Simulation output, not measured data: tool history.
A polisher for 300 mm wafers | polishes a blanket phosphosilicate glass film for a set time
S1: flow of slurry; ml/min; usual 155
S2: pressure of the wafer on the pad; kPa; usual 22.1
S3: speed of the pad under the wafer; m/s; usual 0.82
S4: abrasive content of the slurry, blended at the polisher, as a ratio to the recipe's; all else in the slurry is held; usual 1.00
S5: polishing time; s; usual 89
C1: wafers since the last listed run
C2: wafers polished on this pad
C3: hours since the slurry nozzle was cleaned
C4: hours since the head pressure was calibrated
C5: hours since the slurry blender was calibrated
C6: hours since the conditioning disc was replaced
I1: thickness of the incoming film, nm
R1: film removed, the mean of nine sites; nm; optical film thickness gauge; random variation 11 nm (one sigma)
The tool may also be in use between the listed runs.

run	hour	S1	S2	S3	S4	S5	C1	C2	C3	C4	C5	C6	I1	R1
1	0.0	170	22.1	0.82	1.00	89	0	597	69.0	641.2	88.3	183.7	3427.8	722.7
# hour 59.0: head pressure recalibrated
2	82.6	170	22.1	0.82	1.00	89	484	1082	151.6	23.6	170.9	266.3	3450.1	688.6
# hour 115.3: conditioning disc replaced and pad reconditioned
# hour 121.7: worn pad replaced by a new one
3	148.9	155	22.1	0.82	1.15	89	362	163	217.9	89.9	237.2	33.6	3399.2	781.4
# hour 243.0: slurry nozzle cleaned
4	340.8	155	22.1	0.96	1.00	82	1148	1311	97.8	281.8	429.1	225.5	3420.6	678.7
# hour 364.3: slurry blender recalibrated
# hour 366.1: worn pad replaced by a new one, of another model than before
5	399.7	155	22.1	0.96	1.00	82	331	202	156.7	340.7	35.4	284.4	3398.7	668.9
# hour 463.9: conditioning disc replaced and pad reconditioned
6	477.5	155	22.1	0.82	1.00	89	455	657	234.5	418.5	113.2	13.6	3429.1	746.8
7	546.9	155	22.1	0.82	1.00	89	417	1075	303.9	487.9	182.6	83.0	3432.2	721.9
# hour 557.3: slurry nozzle cleaned
# hour 593.9: worn pad replaced by a new one
8	643.5	155	22.1	0.82	1.00	89	550	298	86.2	584.5	279.2	179.6	3443.4	689.5
9	713.8	155	22.1	0.82	1.00	111	422	721	156.5	654.8	349.5	249.9	3515.1	842.8
# hour 743.1: head pressure recalibrated
# hour 770.9: conditioning disc replaced and pad reconditioned
10	782.5	155	22.1	0.82	1.00	89	389	1110	225.2	39.4	418.2	11.6	3513.9	731.9
# hour 819.3: slurry blender recalibrated
11	837.2	130	22.1	0.82	0.85	105	316	1427	279.9	94.1	17.9	66.3	3432.4	763.2
# hour 839.0: slurry nozzle cleaned
# hour 853.5: worn pad replaced by a new one
12	911.2	200	22.1	0.82	1.00	89	414	347	72.2	168.1	91.9	140.3	3462.3	773.6
13	1011.3	155	18.6	0.82	0.80	89	601	949	172.3	268.2	192.0	240.4	3480.8	543.0
# hour 1073.7: worn pad replaced by a new one
14	1087.7	155	22.1	0.56	0.75	89	435	84	248.7	344.6	268.4	316.8	3416.7	534.0
# hour 1104.6: conditioning disc replaced and pad reconditioned
# hour 1132.1: slurry nozzle cleaned
15	1168.3	155	22.1	0.64	1.00	76	466	550	36.2	425.2	349.0	63.7	3461.3	592.5

Measured less the same run without the tool's hidden state. The same run-to-run variation is in both; the gauge's scatter may not be:
The hidden state here: removal rate lost through wear of the pad, %; slurry flow missing at the pad, %; deviation of the head's pressure from its setpoint, %; abrasive missing from the slurry, %; time polished since the conditioner stopped cutting, s.
run	R1
1	-45.5
2	-60.8
3	-20.5
4	-64.8
5	-74.0
6	-15.2
7	-30.8
8	-50.3
9	-79.6
10	-4.8
11	-18.7
12	-37.2
13	-38.4
14	-48.6
15	-13.9

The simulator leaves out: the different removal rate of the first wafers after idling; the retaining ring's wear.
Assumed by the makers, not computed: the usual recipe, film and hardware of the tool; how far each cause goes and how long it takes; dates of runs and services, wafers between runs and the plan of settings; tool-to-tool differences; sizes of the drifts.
